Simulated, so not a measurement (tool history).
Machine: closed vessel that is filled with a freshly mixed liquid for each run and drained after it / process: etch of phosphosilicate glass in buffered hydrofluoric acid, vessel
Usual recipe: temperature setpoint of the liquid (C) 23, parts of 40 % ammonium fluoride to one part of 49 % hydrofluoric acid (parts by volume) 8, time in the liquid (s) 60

run    hour  temperature setpoint of the liquid (C)  parts of 40 % ammonium fluoride to one part of 49 % hydrofluoric acid (parts by volume)  time in the liquid (s)  read-back film thickness of the phosphosilicate glass reference wafer, read on the same gauge (nm)  thickness taken off the phosphosilicate glass on a monitor wafer (angstrom)
  1       0                                      23                                                                                      8.5                      60                                                                                              100.03                                                                       2192.4
  2    46.9                                      23                                                                                      8.5                      60                                                                                               99.97                                                                       2208.8
  3   237.2                                    21.5                                                                                        8                      60                                                                                              100.05                                                                       2180.8
  4   283.6                                    21.5                                                                                        8                      60                                                                                               99.95                                                                       2208.4
  5   327.8                                    24.5                                                                                        8                      60                                                                                              100.06                                                                       2593.5
  6   355.1                                      23                                                                                        8                      60                                                                                               99.98                                                                       2382.5
  7   410.3                                      21                                                                                        8                      60                                                                                               99.99                                                                       2148.1
  8   440.5                                      21                                                                                        8                      60                                                                                              100.03                                                                       2148.5
  9   479.3                                      23                                                                                        8                      60                                                                                                 100                                                                       2404.3
      528.3  -- thermometer replaced
 10   551.4                                      23                                                                                        8                      60                                                                                              100.04                                                                       2415.5
 11   618.5                                      23                                                                                        8                      50                                                                                               99.98                                                                       2020.3
 12   673.9                                    19.5                                                                                        6                      60                                                                                               99.98                                                                       2598.6
      679.8  -- gauge calibrated
 13   710.8                                      23                                                                                        8                      60                                                                                                 100                                                                         2422
 14   763.5                                      19                                                                                      9.5                      85                                                                                               99.96                                                                       2260.6
        800  -- hydrofluoric acid flow meter replaced
 15   816.4                                      23                                                                                        6                      60                                                                                               99.98                                                                       3237.8
 16   850.3                                      23                                                                                        8                      60                                                                                               99.96                                                                       2524.6
 17   911.8                                    18.5                                                                                      6.5                      40                                                                                               99.97                                                                       1592.8
 18   939.5                                      25                                                                                      6.5                      80                                                                                              100.01                                                                       4554.2
 19   993.6                                      23                                                                                        8                      60                                                                                               99.99                                                                       2550.1
 20  1047.2                                    19.5                                                                                        8                      60                                                                                              100.01                                                                         2090
 21  1115.5                                      23                                                                                        8                      95                                                                                               99.99                                                                       4028.3
 22  1212.6                                      23                                                                                     10.5                      30                                                                                               99.99                                                                        964.6
 23  1249.6                                    19.5                                                                                       10                      30                                                                                              100.01                                                                        828.5
 24  1308.3                                      23                                                                                        9                      95                                                                                              100.04                                                                       3590.6
     1348.8  -- hydrofluoric acid flow meter replaced, repeated, since the last time left the tool worse
 25  1373.2                                    27.5                                                                                     10.5                      45                                                                                              100.01                                                                       1711.5
 26  1430.7                                      23                                                                                       11                      60                                                                                               99.97                                                                       1717.7
 27  1486.9                                    21.5                                                                                      6.5                      70                                                                                                 100                                                                       3035.4
 28  1518.6                                      23                                                                                        8                      60                                                                                              100.03                                                                       2276.1
 29  1653.2                                      23                                                                                        8                      60                                                                                              100.02                                                                       2308.2
 30  1699.9                                      18                                                                                        8                      80                                                                                              100.04                                                                         2337
 31  1726.6                                      23                                                                                        7                      75                                                                                              100.04                                                                         3330

5 ways to go on from here, each from the tool as it stands after run 31. What would each give?
  A  1727.3                                      23                                                                                        8                      60                                                                                                   ?                                                                            ?
  B  1727.3                                      20                                                                                        8                      40                                                                                                   ?                                                                            ?
  C  1727.3                                    21.5                                                                                      9.5                      90                                                                                                   ?                                                                            ?
  D  1727.3                                      18                                                                                        8                      60                                                                                                   ?                                                                            ?
  E  1727.3                                      23                                                                                      5.5                      60                                                                                                   ?                                                                            ?

run  read-back film thickness of the phosphosilicate glass reference wafer, read on the same gauge (nm)  thickness taken off the phosphosilicate glass on a monitor wafer (angstrom)
  A                                                                                               99.93                                                                       2306.9
  B                                                                                               99.93                                                                       1302.5
  C                                                                                               99.93                                                                         2691
  D                                                                                               99.93                                                                       1745.7
  E                                                                                               99.93                                                                       3267.1
Take away the tool's hidden state, keep each run's random variation, and the runs would have read:
run  thickness taken off the phosphosilicate glass on a monitor wafer (angstrom)
  A                                                                       2268.6
  B                                                                       1280.8
  C                                                                       2664.9
  D                                                                       1716.6
  E                                                                       3224.4
